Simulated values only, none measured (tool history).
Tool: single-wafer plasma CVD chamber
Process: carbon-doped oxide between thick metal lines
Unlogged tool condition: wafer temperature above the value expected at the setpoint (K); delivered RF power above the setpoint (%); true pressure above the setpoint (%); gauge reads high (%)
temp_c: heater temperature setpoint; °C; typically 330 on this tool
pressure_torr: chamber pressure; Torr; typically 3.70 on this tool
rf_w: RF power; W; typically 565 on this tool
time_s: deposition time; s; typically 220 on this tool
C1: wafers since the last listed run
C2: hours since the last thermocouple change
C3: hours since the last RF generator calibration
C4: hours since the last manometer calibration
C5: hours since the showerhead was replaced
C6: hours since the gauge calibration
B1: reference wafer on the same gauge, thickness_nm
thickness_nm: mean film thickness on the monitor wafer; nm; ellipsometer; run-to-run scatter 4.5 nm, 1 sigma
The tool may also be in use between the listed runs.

{"run": 1, "hour": 0.0, "temp_c": 330, "pressure_torr": 3.7, "rf_w": 565, "time_s": 220, "C1": 0, "C2": 2024.2, "C3": 1517.2, "C4": 683.0, "C5": 4852.0, "C6": 102.5, "B1": 1393.306, "thickness_nm": 1178.157}
{"run": 2, "hour": 33.7, "temp_c": 330, "pressure_torr": 3.7, "rf_w": 565, "time_s": 220, "C1": 318, "C2": 2057.9, "C3": 1550.9, "C4": 716.7, "C5": 4885.7, "C6": 136.2, "B1": 1389.389, "thickness_nm": 1178.624}
{"run": 3, "hour": 64.4, "temp_c": 330, "pressure_torr": 3.7, "rf_w": 565, "time_s": 241, "C1": 290, "C2": 2088.6, "C3": 1581.6, "C4": 747.4, "C5": 4916.4, "C6": 166.9, "B1": 1390.924, "thickness_nm": 1293.428}
{"run": 4, "hour": 92.0, "temp_c": 330, "pressure_torr": 3.7, "rf_w": 565, "time_s": 241, "C1": 261, "C2": 2116.2, "C3": 1609.2, "C4": 775.0, "C5": 4944.0, "C6": 194.5, "B1": 1389.397, "thickness_nm": 1294.794}
{"run": 5, "hour": 106.4, "temp_c": 335, "pressure_torr": 3.7, "rf_w": 565, "time_s": 220, "C1": 136, "C2": 2130.6, "C3": 1623.6, "C4": 789.4, "C5": 4958.4, "C6": 208.9, "B1": 1387.375, "thickness_nm": 1158.141}
{"run": 6, "hour": 124.2, "temp_c": 335, "pressure_torr": 3.7, "rf_w": 565, "time_s": 220, "C1": 168, "C2": 2148.4, "C3": 1641.4, "C4": 807.2, "C5": 4976.2, "C6": 226.7, "B1": 1385.269, "thickness_nm": 1158.755}
{"run": 7, "hour": 141.2, "temp_c": 330, "pressure_torr": 3.7, "rf_w": 565, "time_s": 220, "C1": 160, "C2": 2165.4, "C3": 1658.4, "C4": 824.2, "C5": 4993.2, "C6": 243.7, "B1": 1383.944, "thickness_nm": 1179.021}
{"hour": 165.0, "done": "showerhead replaced"}
{"run": 8, "hour": 165.5, "temp_c": 330, "pressure_torr": 3.7, "rf_w": 500, "time_s": 220, "C1": 154, "C2": 2189.7, "C3": 1682.7, "C4": 848.5, "C5": 0.5, "C6": 268.0, "B1": 1386.307, "thickness_nm": 1103.356}
{"run": 9, "hour": 187.7, "temp_c": 315, "pressure_torr": 4.3, "rf_w": 565, "time_s": 220, "C1": 210, "C2": 2211.9, "C3": 1704.9, "C4": 870.7, "C5": 22.7, "C6": 290.2, "B1": 1382.385, "thickness_nm": 1255.966}
{"run": 10, "hour": 221.5, "temp_c": 322, "pressure_torr": 3.7, "rf_w": 655, "time_s": 220, "C1": 319, "C2": 2245.7, "C3": 1738.7, "C4": 904.5, "C5": 56.5, "C6": 324.0, "B1": 1382.064, "thickness_nm": 1305.445}
{"run": 11, "hour": 257.1, "temp_c": 330, "pressure_torr": 4.43, "rf_w": 565, "time_s": 242, "C1": 336, "C2": 2281.3, "C3": 1774.3, "C4": 940.1, "C5": 92.1, "C6": 359.6, "B1": 1380.849, "thickness_nm": 1323.308}
{"hour": 284.3, "done": "capacitance manometer re-zeroed and calibrated"}
{"run": 12, "hour": 284.8, "temp_c": 330, "pressure_torr": 3.7, "rf_w": 565, "time_s": 198, "C1": 186, "C2": 2309.0, "C3": 1802.0, "C4": 0.5, "C5": 119.8, "C6": 387.3, "B1": 1379.348, "thickness_nm": 1054.904}
{"run": 13, "hour": 308.8, "temp_c": 330, "pressure_torr": 3.23, "rf_w": 565, "time_s": 220, "C1": 227, "C2": 2333.0, "C3": 1826.0, "C4": 24.5, "C5": 143.8, "C6": 411.3, "B1": 1376.372, "thickness_nm": 1160.955}
{"run": 14, "hour": 328.7, "temp_c": 330, "pressure_torr": 3.21, "rf_w": 535, "time_s": 220, "C1": 188, "C2": 2352.9, "C3": 1845.9, "C4": 44.4, "C5": 163.7, "C6": 431.2, "B1": 1376.854, "thickness_nm": 1128.664}
{"run": 15, "hour": 344.6, "temp_c": 330, "pressure_torr": 3.7, "rf_w": 620, "time_s": 199, "C1": 150, "C2": 2368.8, "C3": 1861.8, "C4": 60.3, "C5": 179.6, "C6": 447.1, "B1": 1376.492, "thickness_nm": 1106.234}
{"hour": 356.7, "done": "gauge calibrated"}
{"run": 16, "hour": 361.7, "temp_c": 330, "pressure_torr": 3.7, "rf_w": 510, "time_s": 252, "C1": 161, "C2": 2385.9, "C3": 1878.9, "C4": 77.4, "C5": 196.7, "C6": 5.0, "B1": 1404.797, "thickness_nm": 1294.974}
{"run": 17, "hour": 397.1, "temp_c": 330, "pressure_torr": 3.7, "rf_w": 565, "time_s": 245, "C1": 334, "C2": 2421.3, "C3": 1914.3, "C4": 112.8, "C5": 232.1, "C6": 40.4, "B1": 1400.297, "thickness_nm": 1330.765}
{"run": 18, "hour": 423.5, "temp_c": 317, "pressure_torr": 3.7, "rf_w": 610, "time_s": 220, "C1": 249, "C2": 2447.7, "C3": 1940.7, "C4": 139.2, "C5": 258.5, "C6": 66.8, "B1": 1399.874, "thickness_nm": 1291.037}
{"run": 19, "hour": 442.7, "temp_c": 330, "pressure_torr": 3.99, "rf_w": 565, "time_s": 235, "C1": 181, "C2": 2466.9, "C3": 1959.9, "C4": 158.4, "C5": 277.7, "C6": 86.0, "B1": 1397.722, "thickness_nm": 1284.682}
{"hour": 468.4, "done": "thermocouple changed; heater temperature recalibrated"}
{"run": 20, "hour": 475.7, "temp_c": 330, "pressure_torr": 3.7, "rf_w": 565, "time_s": 220, "C1": 236, "C2": 7.3, "C3": 1992.9, "C4": 191.4, "C5": 310.7, "C6": 119.0, "B1": 1396.01, "thickness_nm": 1191.647}
{"hour": 485.1, "done": "RF generator calibrated"}
{"run": 21, "hour": 502.9, "temp_c": 337, "pressure_torr": 3.7, "rf_w": 565, "time_s": 220, "C1": 181, "C2": 34.5, "C3": 17.8, "C4": 218.6, "C5": 337.9, "C6": 146.2, "B1": 1396.375, "thickness_nm": 1168.471}
{"run": 22, "hour": 526.0, "temp_c": 330, "pressure_torr": 2.93, "rf_w": 565, "time_s": 220, "C1": 218, "C2": 57.6, "C3": 40.9, "C4": 241.7, "C5": 361.0, "C6": 169.3, "B1": 1392.901, "thickness_nm": 1157.515}
{"run": 23, "hour": 540.8, "temp_c": 330, "pressure_torr": 3.7, "rf_w": 565, "time_s": 220, "C1": 140, "C2": 72.4, "C3": 55.7, "C4": 256.5, "C5": 375.8, "C6": 184.1, "B1": 1395.361, "thickness_nm": 1185.679}
{"run": 24, "hour": 574.1, "temp_c": 330, "pressure_torr": 3.27, "rf_w": 565, "time_s": 220, "C1": 315, "C2": 105.7, "C3": 89.0, "C4": 289.8, "C5": 409.1, "C6": 217.4, "B1": 1395.454, "thickness_nm": 1179.395}
{"run": 25, "hour": 602.3, "temp_c": 330, "pressure_torr": 3.7, "rf_w": 450, "time_s": 220, "C1": 266, "C2": 133.9, "C3": 117.2, "C4": 318.0, "C5": 437.3, "C6": 245.6, "B1": 1393.462, "thickness_nm": 1043.105}
{"run": 26, "hour": 626.2, "temp_c": 335, "pressure_torr": 4.14, "rf_w": 565, "time_s": 241, "C1": 226, "C2": 157.8, "C3": 141.1, "C4": 341.9, "C5": 461.2, "C6": 269.5, "B1": 1390.886, "thickness_nm": 1289.716}
{"run": 27, "hour": 657.8, "temp_c": 321, "pressure_torr": 4.31, "rf_w": 630, "time_s": 197, "C1": 299, "C2": 189.4, "C3": 172.7, "C4": 373.5, "C5": 492.8, "C6": 301.1, "B1": 1389.737, "thickness_nm": 1175.126}
{"run": 28, "hour": 679.0, "temp_c": 330, "pressure_torr": 3.7, "rf_w": 565, "time_s": 238, "C1": 200, "C2": 210.6, "C3": 193.9, "C4": 394.7, "C5": 514.0, "C6": 322.3, "B1": 1387.521, "thickness_nm": 1277.5}
{"run": 29, "hour": 702.1, "temp_c": 319, "pressure_torr": 3.97, "rf_w": 565, "time_s": 220, "C1": 218, "C2": 233.7, "C3": 217.0, "C4": 417.8, "C5": 537.1, "C6": 345.4, "B1": 1384.302, "thickness_nm": 1228.909}

Measured result minus the same run's result without the hidden state. Both carry the same run-to-run variation, though not necessarily the same gauge scatter:
run=1 thickness_nm=-6.442
run=2 thickness_nm=-7.796
run=3 thickness_nm=-9.910
run=4 thickness_nm=-11.142
run=5 thickness_nm=-10.537
run=6 thickness_nm=-11.249
run=7 thickness_nm=-12.133
run=8 thickness_nm=-12.276
run=9 thickness_nm=-14.933
run=10 thickness_nm=-17.043
run=11 thickness_nm=-18.904
run=12 thickness_nm=-16.081
run=13 thickness_nm=-18.665
run=14 thickness_nm=-18.926
run=15 thickness_nm=-19.162
run=16 thickness_nm=+2.525
run=17 thickness_nm=+1.014
run=18 thickness_nm=-0.161
run=19 thickness_nm=-0.991
run=20 thickness_nm=-2.245
run=21 thickness_nm=-3.276
run=22 thickness_nm=-4.149
run=23 thickness_nm=-4.845
run=24 thickness_nm=-6.152
run=25 thickness_nm=-6.442
run=26 thickness_nm=-9.015
run=27 thickness_nm=-9.482
run=28 thickness_nm=-11.234
run=29 thickness_nm=-11.779
